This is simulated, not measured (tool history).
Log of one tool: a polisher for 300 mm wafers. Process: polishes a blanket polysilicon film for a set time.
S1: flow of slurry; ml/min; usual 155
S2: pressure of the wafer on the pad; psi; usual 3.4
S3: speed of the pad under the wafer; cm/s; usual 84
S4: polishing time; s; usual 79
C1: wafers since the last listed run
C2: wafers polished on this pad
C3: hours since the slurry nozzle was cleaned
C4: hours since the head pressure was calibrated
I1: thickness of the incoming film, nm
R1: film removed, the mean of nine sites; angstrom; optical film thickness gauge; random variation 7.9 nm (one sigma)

run    hour   S1   S2   S3   S4    C1    C2     C3      C4      I1    R1
  1       0  155  3.4   60   79     0  1552  633.7   441.7  1954.9  4163
  2    59.2  155  3.4   60   79   711  2264  692.9   500.9  1912.5  4048
       68.7  -- slurry nozzle cleaned
  3   134.3  155  3.4   84   86   890  3154   65.6     576  1888.5  6270
  4   173.6  155  3.4   84   86   472  3627  104.9   615.3  1934.3  6088
  5   260.1  155  3.4   84   79  1039  4666  191.4   701.8  1920.9  5709
  6   488.8  155  3.4   84   79  2748  7415  420.1   930.5  1912.2  5877
  7   531.7  155  3.4   84   79   515  7930    463   973.4  1946.1  5627
  8   628.9  155  3.4   84   58  1168  9098  560.2  1070.6  1952.2  4172
        668  -- worn pad replaced by a new one
  9   673.8  155  3.4   84   58   491    69  605.1  1115.5  1942.6  4151
 10   755.2  155  3.4   84   58   978  1048  686.5  1196.9  1939.7  4086
 11   800.1  155  3.9   84   87   539  1587  731.4  1241.8  1941.2  7365
      839.7  -- slurry nozzle cleaned
 12   868.4  155  4.2   84   79   808  2396   28.7  1310.1  1927.9  7096
      929.7  -- head pressure recalibrated
 13   969.5  155  4.2   84   79  1191  3587  129.8    39.8  1935.3  7073
 14  1036.4  155  2.5   84   79   804  4391  196.7   106.7  1932.5  4108
 15    1119  155  2.5   84   79   992  5384  279.3   189.3  1930.5  4057
 16  1198.9  155  3.4   84   79   960  6344  359.2   269.2  1970.8  5711
 17  1270.5  155    3   60   94   860  7204  430.8   340.8  1947.2  4238
     1348.5  -- worn pad replaced by a new one
 18  1376.5  155  3.8   84   79  1225   336  536.8   446.8  1950.2  6265
 19  1425.1  155  3.4   84   79   584   920  585.4   495.4  1907.6  5705
 20  1516.9  155  3.4  102   58  1103  2023  677.2   587.2  1928.3  5005
     1601.7  -- slurry nozzle cleaned
 21  1616.3  155  3.4   84   79  1182  3206   14.6   686.6    1918  5786
 22  1713.1  155  4.1   84   79  1163  4369  111.4   783.4  1920.5  7034
 23  1938.3  125  4.5  106   53  2706  7076  336.6  1008.6  1922.4  6208
 24  2016.1  100  3.4   84   79   935  8011  414.4  1086.4  1952.6  5378
     2038.1  -- head pressure recalibrated
     2046.4  -- worn pad replaced by a new one
 25  2115.1  175  3.4  100   79  1117   825  513.4      77    1937  6902
 26    2183  155  3.8  108   79   816  1641  581.3   144.9  1957.7  8352
 27  2225.9  155  3.4   54   60   515  2157  624.2   187.8  1928.2  2781
 28  2312.5  155  3.4   60   79  1040  3198  710.8   274.4  1936.3  3984
     2368.8  -- slurry nozzle cleaned
 29  2395.4  155  3.4   84   86   984  4182   26.6   357.3  1939.9  6125
 30  2500.3  180    4   84  101  1260  5443  131.5   462.2  1932.3  8815
 31  2557.1  155  3.4   84   79   682  6125  188.3     519  1946.7  5746
 32  2639.5  175  3.4   84   79   990  7116  270.7   601.4  1918.5  5654

The next listed run, before its measurement:
 33  2720.9  155  3.4  84  79  978  8094  352.1  682.8  1910.6   ?

Run 33 gave R1 5649 angstrom.
Without the tool's hidden state the same run would have given R1 5649 angstrom.
